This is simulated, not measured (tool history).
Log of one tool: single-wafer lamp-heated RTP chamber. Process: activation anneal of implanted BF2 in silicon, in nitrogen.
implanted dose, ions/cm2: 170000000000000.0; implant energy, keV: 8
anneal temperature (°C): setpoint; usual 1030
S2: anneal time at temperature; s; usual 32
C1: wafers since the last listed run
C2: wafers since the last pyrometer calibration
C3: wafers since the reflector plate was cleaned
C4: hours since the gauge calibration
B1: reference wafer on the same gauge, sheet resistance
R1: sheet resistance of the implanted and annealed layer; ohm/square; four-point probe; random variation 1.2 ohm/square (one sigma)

{"run": 1, "hour": 0.0, "anneal temperature (°C)": 1030, "S2": 32, "C1": 0, "C2": 144, "C3": 508, "C4": 318.1, "B1": 555, "R1": 580.74}
{"run": 2, "hour": 30.7, "anneal temperature (°C)": 1030, "S2": 32, "C1": 425, "C2": 570, "C3": 934, "C4": 348.8, "B1": 555.14, "R1": 580.97}
{"run": 3, "hour": 49.8, "anneal temperature (°C)": 1030, "S2": 32, "C1": 264, "C2": 834, "C3": 1199, "C4": 367.9, "B1": 554.91, "R1": 577.62}
{"run": 4, "hour": 134.2, "anneal temperature (°C)": 1030, "S2": 32, "C1": 1170, "C2": 2004, "C3": 2369, "C4": 452.3, "B1": 555.19, "R1": 580.18}
{"run": 5, "hour": 165.0, "anneal temperature (°C)": 1030, "S2": 32, "C1": 426, "C2": 2431, "C3": 2796, "C4": 483.1, "B1": 555.05, "R1": 580.03}
{"run": 6, "hour": 185.3, "anneal temperature (°C)": 1030, "S2": 32, "C1": 281, "C2": 2713, "C3": 3077, "C4": 503.4, "B1": 555.02, "R1": 580.06}
{"run": 7, "hour": 219.1, "anneal temperature (°C)": 1030, "S2": 32, "C1": 468, "C2": 3181, "C3": 3546, "C4": 537.2, "B1": 555.1, "R1": 576.81}
{"hour": 234.8, "done": "pyrometer window cleaned and pyrometer calibrated"}
{"run": 8, "hour": 272.4, "anneal temperature (°C)": 1030, "S2": 32, "C1": 627, "C2": 520, "C3": 4174, "C4": 590.5, "B1": 554.99, "R1": 576.08}
{"run": 9, "hour": 294.2, "anneal temperature (°C)": 1015, "S2": 32, "C1": 302, "C2": 822, "C3": 4476, "C4": 612.3, "B1": 554.91, "R1": 585.1}
{"run": 10, "hour": 317.4, "anneal temperature (°C)": 1015, "S2": 32, "C1": 321, "C2": 1144, "C3": 4798, "C4": 635.5, "B1": 554.95, "R1": 584.31}
{"run": 11, "hour": 348.4, "anneal temperature (°C)": 1015, "S2": 32, "C1": 429, "C2": 1574, "C3": 5227, "C4": 666.5, "B1": 554.84, "R1": 584.8}
{"run": 12, "hour": 361.6, "anneal temperature (°C)": 1030, "S2": 32, "C1": 182, "C2": 1757, "C3": 5410, "C4": 679.7, "B1": 554.99, "R1": 577.72}
{"run": 13, "hour": 391.4, "anneal temperature (°C)": 1030, "S2": 32, "C1": 413, "C2": 2170, "C3": 5823, "C4": 709.5, "B1": 555.07, "R1": 579.7}
{"run": 14, "hour": 426.3, "anneal temperature (°C)": 1030, "S2": 32, "C1": 483, "C2": 2654, "C3": 6307, "C4": 744.4, "B1": 554.81, "R1": 576.15}
{"run": 15, "hour": 459.1, "anneal temperature (°C)": 1030, "S2": 32, "C1": 454, "C2": 3108, "C3": 6762, "C4": 777.2, "B1": 554.85, "R1": 577.11}
{"run": 16, "hour": 479.8, "anneal temperature (°C)": 1056, "S2": 16, "C1": 286, "C2": 3395, "C3": 7049, "C4": 797.9, "B1": 554.9, "R1": 581.13}
{"run": 17, "hour": 507.7, "anneal temperature (°C)": 1044, "S2": 44, "C1": 386, "C2": 3782, "C3": 7436, "C4": 825.8, "B1": 554.98, "R1": 560.37}
{"hour": 523.6, "done": "pyrometer window cleaned and pyrometer calibrated"}
{"run": 18, "hour": 579.3, "anneal temperature (°C)": 1040, "S2": 32, "C1": 881, "C2": 772, "C3": 8317, "C4": 897.4, "B1": 555.04, "R1": 572.94}
{"run": 19, "hour": 610.1, "anneal temperature (°C)": 1046, "S2": 19, "C1": 426, "C2": 1199, "C3": 8744, "C4": 928.2, "B1": 555.01, "R1": 584.24}
{"run": 20, "hour": 629.0, "anneal temperature (°C)": 1030, "S2": 51, "C1": 262, "C2": 1461, "C3": 9006, "C4": 947.1, "B1": 554.8, "R1": 564.04}
{"run": 21, "hour": 649.7, "anneal temperature (°C)": 1041, "S2": 48, "C1": 286, "C2": 1748, "C3": 9293, "C4": 967.8, "B1": 554.91, "R1": 558.87}
{"run": 22, "hour": 671.6, "anneal temperature (°C)": 1030, "S2": 32, "C1": 303, "C2": 2051, "C3": 9597, "C4": 989.7, "B1": 555.02, "R1": 578.33}
{"run": 23, "hour": 689.9, "anneal temperature (°C)": 1030, "S2": 32, "C1": 253, "C2": 2305, "C3": 9851, "C4": 1008, "B1": 555.24, "R1": 574.57}
{"hour": 777.0, "done": "gauge calibrated"}
{"hour": 781.9, "done": "pyrometer window cleaned and pyrometer calibrated"}
{"run": 24, "hour": 789.9, "anneal temperature (°C)": 1030, "S2": 32, "C1": 1275, "C2": 111, "C3": 11126, "C4": 12.9, "B1": 555.09, "R1": 577.41}
{"run": 25, "hour": 839.3, "anneal temperature (°C)": 1058, "S2": 24, "C1": 684, "C2": 795, "C3": 11811, "C4": 62.3, "B1": 555.11, "R1": 567.77}
{"run": 26, "hour": 851.5, "anneal temperature (°C)": 1030, "S2": 32, "C1": 169, "C2": 965, "C3": 11980, "C4": 74.5, "B1": 554.94, "R1": 574.47}
{"hour": 861.5, "done": "reflector plate cleaned"}
{"run": 27, "hour": 880.2, "anneal temperature (°C)": 1030, "S2": 21, "C1": 286, "C2": 1252, "C3": 259, "C4": 103.2, "B1": 555.13, "R1": 589.87}
{"run": 28, "hour": 901.5, "anneal temperature (°C)": 1013, "S2": 27, "C1": 295, "C2": 1547, "C3": 554, "C4": 124.5, "B1": 554.94, "R1": 594.94}
{"run": 29, "hour": 929.0, "anneal temperature (°C)": 1030, "S2": 32, "C1": 381, "C2": 1928, "C3": 935, "C4": 152, "B1": 555.07, "R1": 579.9}
{"run": 30, "hour": 956.7, "anneal temperature (°C)": 1030, "S2": 48, "C1": 384, "C2": 2312, "C3": 1319, "C4": 179.7, "B1": 555.15, "R1": 571.38}
{"run": 31, "hour": 1049.3, "anneal temperature (°C)": 1030, "S2": 32, "C1": 1283, "C2": 3596, "C3": 2603, "C4": 272.3, "B1": 555.01, "R1": 579.19}
{"run": 32, "hour": 1072.6, "anneal temperature (°C)": 1046, "S2": 39, "C1": 323, "C2": 3919, "C3": 2926, "C4": 295.6, "B1": 555.24, "R1": 565.02}
{"hour": 1088.5, "done": "pyrometer window cleaned and pyrometer calibrated"}
{"run": 33, "hour": 1089.0, "anneal temperature (°C)": 1030, "S2": 32, "C1": 116, "C2": 7, "C3": 3042, "C4": 312, "B1": 555.14, "R1": 578.24}
{"run": 34, "hour": 1107.8, "anneal temperature (°C)": 1030, "S2": 32, "C1": 260, "C2": 267, "C3": 3303, "C4": 330.8, "B1": 554.81, "R1": 580.23}
{"run": 35, "hour": 1133.3, "anneal temperature (°C)": 1050, "S2": 19, "C1": 353, "C2": 621, "C3": 3656, "C4": 356.3, "B1": 555.09, "R1": 584.89}
{"run": 36, "hour": 1149.1, "anneal temperature (°C)": 1030, "S2": 24, "C1": 219, "C2": 840, "C3": 3875, "C4": 372.1, "B1": 555.36, "R1": 585.11}
{"run": 37, "hour": 1177.9, "anneal temperature (°C)": 1030, "S2": 32, "C1": 399, "C2": 1239, "C3": 4275, "C4": 400.9, "B1": 554.88, "R1": 580.44}
{"run": 38, "hour": 1190.5, "anneal temperature (°C)": 1030, "S2": 26, "C1": 174, "C2": 1414, "C3": 4449, "C4": 413.5, "B1": 554.96, "R1": 583.18}

How the hidden state differs across the entries between the runs, from the last listed run before each to the first after it:
Between runs 7 and 8: pyrometer window cleaned and pyrometer calibrated (hour 234.8)
  wafer temperature error from the tarnished reflector plate, K: 6.83 -> 7.39
  measured less the result without the state, R1: -3.33 -> -3.61 ohm/square
Between runs 17 and 18: pyrometer window cleaned and pyrometer calibrated (hour 523.6)
  wafer temperature error from the tarnished reflector plate, K: 8.96 -> 9.23
  measured less the result without the state, R1: -5.23 -> -4.72 ohm/square
Between runs 23 and 24: gauge calibrated (hour 777); pyrometer window cleaned and pyrometer calibrated (hour 781.9)
  wafer temperature error from the tarnished reflector plate, K: 9.54 -> 9.73
  measured less the result without the state, R1: -4.64 -> -4.75 ohm/square
Between runs 26 and 27: reflector plate cleaned (hour 861.5)
  wafer temperature error from the tarnished reflector plate, K: 9.82 -> 0.988
  measured less the result without the state, R1: -4.77 -> -0.49 ohm/square
Between runs 32 and 33: pyrometer window cleaned and pyrometer calibrated (hour 1088.5)
  wafer temperature error from the tarnished reflector plate, K: 4.83 -> 5.05
  measured less the result without the state, R1: -2.73 -> -2.48 ohm/square
